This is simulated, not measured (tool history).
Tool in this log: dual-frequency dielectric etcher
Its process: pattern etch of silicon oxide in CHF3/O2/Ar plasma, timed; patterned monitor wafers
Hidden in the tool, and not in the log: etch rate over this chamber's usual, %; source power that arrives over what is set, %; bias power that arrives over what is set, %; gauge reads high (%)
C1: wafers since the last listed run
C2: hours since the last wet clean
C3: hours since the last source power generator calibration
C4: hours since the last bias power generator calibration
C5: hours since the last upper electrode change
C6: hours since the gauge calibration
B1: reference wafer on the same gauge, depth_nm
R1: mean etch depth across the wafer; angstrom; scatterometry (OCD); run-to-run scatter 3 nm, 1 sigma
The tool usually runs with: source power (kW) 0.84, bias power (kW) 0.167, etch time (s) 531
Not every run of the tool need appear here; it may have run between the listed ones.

Run 1, hour 0: usual settings; C1 0; C2 398.1; C3 5098.7; C4 5005.8; C5 4355.4; C6 151.6; B1 1252.1. Result: R1 11196 angstrom.
Run 2, hour 24: usual settings; C1 94; C2 422.1; C3 5122.7; C4 5029.8; C5 4379.4; C6 175.6; B1 1249.9. Result: R1 11240 angstrom.
Run 3, hour 40: usual settings; C1 62; C2 438.1; C3 5138.7; C4 5045.8; C5 4395.4; C6 191.6; B1 1249.4. Result: R1 11236 angstrom.
Run 4, hour 64.3: usual settings; C1 95; C2 462.4; C3 5163; C4 5070.1; C5 4419.7; C6 215.9; B1 1249.7. Result: R1 11210 angstrom.
Run 5, hour 97.3: usual settings; C1 129; C2 495.4; C3 5196; C4 5103.1; C5 4452.7; C6 248.9; B1 1248.8. Result: R1 11243 angstrom.
At hour 131.1: source power generator calibrated.
Run 6, hour 131.6: usual settings; C1 119; C2 529.7; C3 0.5; C4 5137.4; C5 4487; C6 283.2; B1 1250.6. Result: R1 11273 angstrom.
Run 7, hour 144.2: usual settings but etch time (s) 434.5; C1 49; C2 542.3; C3 13.1; C4 5150; C5 4499.6; C6 295.8; B1 1249.8. Result: R1 9191 angstrom.
At hour 160.5: gauge calibrated.
At hour 171.8: wet clean of the chamber.
Run 8, hour 172.3: usual settings; C1 16; C2 0.5; C3 41.2; C4 5178.1; C5 4527.7; C6 11.8; B1 1249.2. Result: R1 11229 angstrom.
Run 9, hour 194.7: usual settings but source power (kW) 0.77, bias power (kW) 0.152, etch time (s) 395; C1 88; C2 22.9; C3 63.6; C4 5200.5; C5 4550.1; C6 34.2; B1 1249.8. Result: R1 7671 angstrom.
Run 10, hour 225.7: usual settings; C1 121; C2 53.9; C3 94.6; C4 5231.5; C5 4581.1; C6 65.2; B1 1250.6. Result: R1 11231 angstrom.
At hour 249.9: upper electrode replaced.
Run 11, hour 250.4: usual settings but source power (kW) 0.93, bias power (kW) 0.147, etch time (s) 586; C1 2; C2 78.6; C3 119.3; C4 5256.2; C5 0.5; C6 89.9; B1 1250.7. Result: R1 12636 angstrom.
At hour 260.3: bias power generator calibrated.
Run 12, hour 269.6: usual settings but source power (kW) 0.74; C1 59; C2 97.8; C3 138.5; C4 9.3; C5 19.7; C6 109.1; B1 1249.8. Result: R1 10383 angstrom.
Run 13, hour 291.3: usual settings but source power (kW) 0.9, etch time (s) 375.5; C1 85; C2 119.5; C3 160.2; C4 31; C5 41.4; C6 130.8; B1 1248.9. Result: R1 8301 angstrom.

What does the tool deliver on the next run?
Run 14, hour 306.8: usual settings but source power (kW) 0.73, bias power (kW) 0.187, etch time (s) 679.5; C1 60; C2 135; C3 175.7; C4 46.5; C5 56.9; C6 146.3; B1 ?. Result: R1 ?.

{"run 14": {"B1": 1248.3, "R1": 13695}}
Minus the tool's unlogged condition, the same run would have read R1 13695 angstrom.
